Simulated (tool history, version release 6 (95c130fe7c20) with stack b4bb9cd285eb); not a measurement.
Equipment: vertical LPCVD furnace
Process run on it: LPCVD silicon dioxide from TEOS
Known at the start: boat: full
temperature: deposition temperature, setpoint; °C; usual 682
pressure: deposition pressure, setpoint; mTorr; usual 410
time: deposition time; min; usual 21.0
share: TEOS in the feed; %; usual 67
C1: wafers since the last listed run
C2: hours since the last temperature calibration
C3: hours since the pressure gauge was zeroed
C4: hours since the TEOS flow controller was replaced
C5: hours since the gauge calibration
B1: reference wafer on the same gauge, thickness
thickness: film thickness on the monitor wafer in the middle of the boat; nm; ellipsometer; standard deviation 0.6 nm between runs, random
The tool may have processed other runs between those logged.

{"run": 1, "hour": 0.0, "temperature": 682, "pressure": 355, "time": 21.0, "share": 67, "C1": 0, "C2": 3430.3, "C3": 854.0, "C4": 6420.0, "C5": 3647.5, "B1": 138.02, "thickness": 123.85}
{"run": 2, "hour": 59.4, "temperature": 682, "pressure": 355, "time": 21.0, "share": 67, "C1": 1377, "C2": 3489.7, "C3": 913.4, "C4": 6479.4, "C5": 3706.9, "B1": 138.02, "thickness": 123.55}
{"run": 3, "hour": 120.1, "temperature": 688, "pressure": 410, "time": 21.0, "share": 72, "C1": 1407, "C2": 3550.4, "C3": 974.1, "C4": 6540.1, "C5": 3767.6, "B1": 137.97, "thickness": 160.64}
{"run": 4, "hour": 166.5, "temperature": 688, "pressure": 410, "time": 21.0, "share": 72, "C1": 1075, "C2": 3596.8, "C3": 1020.5, "C4": 6586.5, "C5": 3814.0, "B1": 138.01, "thickness": 159.1}
{"run": 5, "hour": 371.2, "temperature": 682, "pressure": 455, "time": 25.0, "share": 67, "C1": 4746, "C2": 3801.5, "C3": 1225.2, "C4": 6791.2, "C5": 4018.7, "B1": 137.92, "thickness": 169.4}
{"run": 6, "hour": 431.9, "temperature": 682, "pressure": 455, "time": 25.0, "share": 67, "C1": 1407, "C2": 3862.2, "C3": 1285.9, "C4": 6851.9, "C5": 4079.4, "B1": 137.94, "thickness": 169.43}
{"hour": 472.5, "done": "gauge calibrated"}
{"run": 7, "hour": 486.1, "temperature": 682, "pressure": 455, "time": 25.0, "share": 67, "C1": 1256, "C2": 3916.4, "C3": 1340.1, "C4": 6906.1, "C5": 13.6, "B1": 138.02, "thickness": 169.44}
{"run": 8, "hour": 541.6, "temperature": 687, "pressure": 410, "time": 21.0, "share": 67, "C1": 1286, "C2": 3971.9, "C3": 1395.6, "C4": 6961.6, "C5": 69.1, "B1": 138.0, "thickness": 152.01}
{"run": 9, "hour": 610.1, "temperature": 687, "pressure": 410, "time": 21.0, "share": 67, "C1": 1588, "C2": 4040.4, "C3": 1464.1, "C4": 7030.1, "C5": 137.6, "B1": 137.86, "thickness": 152.16}
{"run": 10, "hour": 700.2, "temperature": 682, "pressure": 410, "time": 21.0, "share": 67, "C1": 2089, "C2": 4130.5, "C3": 1554.2, "C4": 7120.2, "C5": 227.7, "B1": 138.07, "thickness": 135.58}
{"run": 11, "hour": 763.5, "temperature": 687, "pressure": 410, "time": 21.0, "share": 67, "C1": 1467, "C2": 4193.8, "C3": 1617.5, "C4": 7183.5, "C5": 291.0, "B1": 137.99, "thickness": 153.52}
{"run": 12, "hour": 840.1, "temperature": 689, "pressure": 340, "time": 16.5, "share": 78, "C1": 1776, "C2": 4270.4, "C3": 1694.1, "C4": 7260.1, "C5": 367.6, "B1": 137.99, "thickness": 124.02}
{"run": 13, "hour": 915.0, "temperature": 682, "pressure": 410, "time": 21.0, "share": 67, "C1": 1736, "C2": 4345.3, "C3": 1769.0, "C4": 7335.0, "C5": 442.5, "B1": 137.99, "thickness": 136.6}
{"run": 14, "hour": 976.9, "temperature": 678, "pressure": 345, "time": 17.5, "share": 67, "C1": 1435, "C2": 4407.2, "C3": 1830.9, "C4": 7396.9, "C5": 504.4, "B1": 138.08, "thickness": 95.09}
{"run": 15, "hour": 1075.8, "temperature": 676, "pressure": 410, "time": 21.0, "share": 54, "C1": 2293, "C2": 4506.1, "C3": 1929.8, "C4": 7495.8, "C5": 603.3, "B1": 138.07, "thickness": 106.72}
{"hour": 1118.5, "done": "TEOS flow controller replaced"}
{"run": 16, "hour": 1140.8, "temperature": 672, "pressure": 410, "time": 21.0, "share": 67, "C1": 950, "C2": 4571.1, "C3": 1994.8, "C4": 22.3, "C5": 668.3, "B1": 137.94, "thickness": 107.28}
{"run": 17, "hour": 1244.0, "temperature": 682, "pressure": 380, "time": 21.0, "share": 67, "C1": 2392, "C2": 4674.3, "C3": 2098.0, "C4": 125.5, "C5": 771.5, "B1": 138.02, "thickness": 133.24}
{"hour": 1294.0, "done": "thermocouples replaced and temperature profile calibrated"}
{"run": 18, "hour": 1321.6, "temperature": 690, "pressure": 410, "time": 14.5, "share": 67, "C1": 1242, "C2": 27.6, "C3": 2175.6, "C4": 203.1, "C5": 849.1, "B1": 137.98, "thickness": 106.82}
{"run": 19, "hour": 1428.3, "temperature": 691, "pressure": 410, "time": 26.5, "share": 67, "C1": 2473, "C2": 134.3, "C3": 2282.3, "C4": 309.8, "C5": 955.8, "B1": 138.14, "thickness": 197.8}
{"run": 20, "hour": 1482.7, "temperature": 682, "pressure": 410, "time": 13.0, "share": 78, "C1": 1261, "C2": 188.7, "C3": 2336.7, "C4": 364.2, "C5": 1010.2, "B1": 137.97, "thickness": 83.96}
{"run": 21, "hour": 1529.9, "temperature": 682, "pressure": 410, "time": 21.0, "share": 67, "C1": 1094, "C2": 235.9, "C3": 2383.9, "C4": 411.4, "C5": 1057.4, "B1": 137.95, "thickness": 127.05}

Run 22 comes next. What will it give?
{"run": 22, "hour": 1567.0, "temperature": 672, "pressure": 460, "time": 21.0, "share": 78, "C1": 860, "C2": 273.0, "C3": 2421.0, "C4": 448.5, "C5": 1094.5, "B1": "?", "thickness": "?"}

{"run 22": {"B1": 138.01, "thickness": 112.77}}
With the hidden condition absent and the run-to-run variation left alone, this run would have shown thickness 114.87 nm.
